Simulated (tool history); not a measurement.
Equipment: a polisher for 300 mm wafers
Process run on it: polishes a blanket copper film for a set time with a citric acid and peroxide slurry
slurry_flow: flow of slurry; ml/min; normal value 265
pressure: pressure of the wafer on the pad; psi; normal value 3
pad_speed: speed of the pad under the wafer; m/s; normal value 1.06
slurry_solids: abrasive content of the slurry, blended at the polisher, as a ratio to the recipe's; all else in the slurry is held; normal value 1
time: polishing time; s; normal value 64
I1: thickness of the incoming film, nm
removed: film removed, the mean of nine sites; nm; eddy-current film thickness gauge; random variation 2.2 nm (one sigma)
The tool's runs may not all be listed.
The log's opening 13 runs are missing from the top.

run 14 hour=656.5 | slurry_flow=265 pressure=3 pad_speed=1.06 slurry_solids=1.15 time=64 | I1=1258 | removed=181.5
-- hour=690.8 slurry blender recalibrated
run 15 hour=694.4 | slurry_flow=265 pressure=3 pad_speed=1.06 slurry_solids=1 time=64 | I1=1276.5 | removed=174.9
run 16 hour=759.8 | slurry_flow=265 pressure=2.4 pad_speed=1.36 slurry_solids=0.7 time=73 | I1=1251.5 | removed=173.4
run 17 hour=791.5 | slurry_flow=170 pressure=3 pad_speed=1.06 slurry_solids=0.85 time=64 | I1=1259.2 | removed=157.4
run 18 hour=839.5 | slurry_flow=185 pressure=3 pad_speed=1.36 slurry_solids=1 time=64 | I1=1276.3 | removed=200.8
-- hour=845.2 worn pad replaced by a new one
run 19 hour=910.4 | slurry_flow=265 pressure=3 pad_speed=1.06 slurry_solids=1 time=64 | I1=1274.6 | removed=171.9
run 20 hour=974.1 | slurry_flow=265 pressure=3 pad_speed=1.06 slurry_solids=1 time=64 | I1=1259.9 | removed=173.6
run 21 hour=1028.9 | slurry_flow=265 pressure=3 pad_speed=1.06 slurry_solids=1 time=64 | I1=1249.1 | removed=170.6
-- hour=1073.6 slurry blender recalibrated
run 22 hour=1083.8 | slurry_flow=265 pressure=3.6 pad_speed=1.06 slurry_solids=0.75 time=64 | I1=1243.7 | removed=186.6
run 23 hour=1121.9 | slurry_flow=265 pressure=3 pad_speed=1.38 slurry_solids=0.8 time=64 | I1=1237.7 | removed=192.9
-- hour=1172 worn pad replaced by a new one
run 24 hour=1176.7 | slurry_flow=265 pressure=3 pad_speed=1.06 slurry_solids=1 time=64 | I1=1239.2 | removed=176.9
-- hour=1193.2 head pressure recalibrated
run 25 hour=1229.4 | slurry_flow=300 pressure=3 pad_speed=1.06 slurry_solids=1 time=64 | I1=1250.8 | removed=180.2
run 26 hour=1268.9 | slurry_flow=265 pressure=3 pad_speed=1.06 slurry_solids=1 time=64 | I1=1270 | removed=175.1
run 27 hour=1328.9 | slurry_flow=240 pressure=2.3 pad_speed=1.38 slurry_solids=0.9 time=64 | I1=1273 | removed=165.6
run 28 hour=1354.2 | slurry_flow=305 pressure=3 pad_speed=0.76 slurry_solids=1 time=80 | I1=1246.8 | removed=165.5
-- hour=1370.2 slurry nozzle cleaned
run 29 hour=1424.8 | slurry_flow=195 pressure=3.3 pad_speed=1.06 slurry_solids=1 time=64 | I1=1267.5 | removed=182.9
-- hour=1459.7 slurry blender recalibrated
-- hour=1460.9 worn pad replaced by a new one
run 30 hour=1491.8 | slurry_flow=265 pressure=3 pad_speed=1.06 slurry_solids=1 time=64 | I1=1282.5 | removed=175.8

Forecast each of these 4 alternatives for the next run:
run A hour=1492.2 | slurry_flow=265 pressure=3 pad_speed=1.06 slurry_solids=1 time=64 | I1=1275.8 | removed=?
run B hour=1492.2 | slurry_flow=265 pressure=3 pad_speed=1.06 slurry_solids=1 time=71 | I1=1275.8 | removed=?
run C hour=1492.2 | slurry_flow=265 pressure=3 pad_speed=1.44 slurry_solids=1 time=72 | I1=1275.8 | removed=?
run D hour=1492.2 | slurry_flow=230 pressure=3.5 pad_speed=1.06 slurry_solids=1.25 time=83 | I1=1275.8 | removed=?

run=A removed=172.6
run=B removed=191.4
run=C removed=251.9
run=D removed=274
With no hidden state in the tool, these same runs would have given:
run=A removed=174.9
run=B removed=194.1
run=C removed=255.3
run=D removed=277.7

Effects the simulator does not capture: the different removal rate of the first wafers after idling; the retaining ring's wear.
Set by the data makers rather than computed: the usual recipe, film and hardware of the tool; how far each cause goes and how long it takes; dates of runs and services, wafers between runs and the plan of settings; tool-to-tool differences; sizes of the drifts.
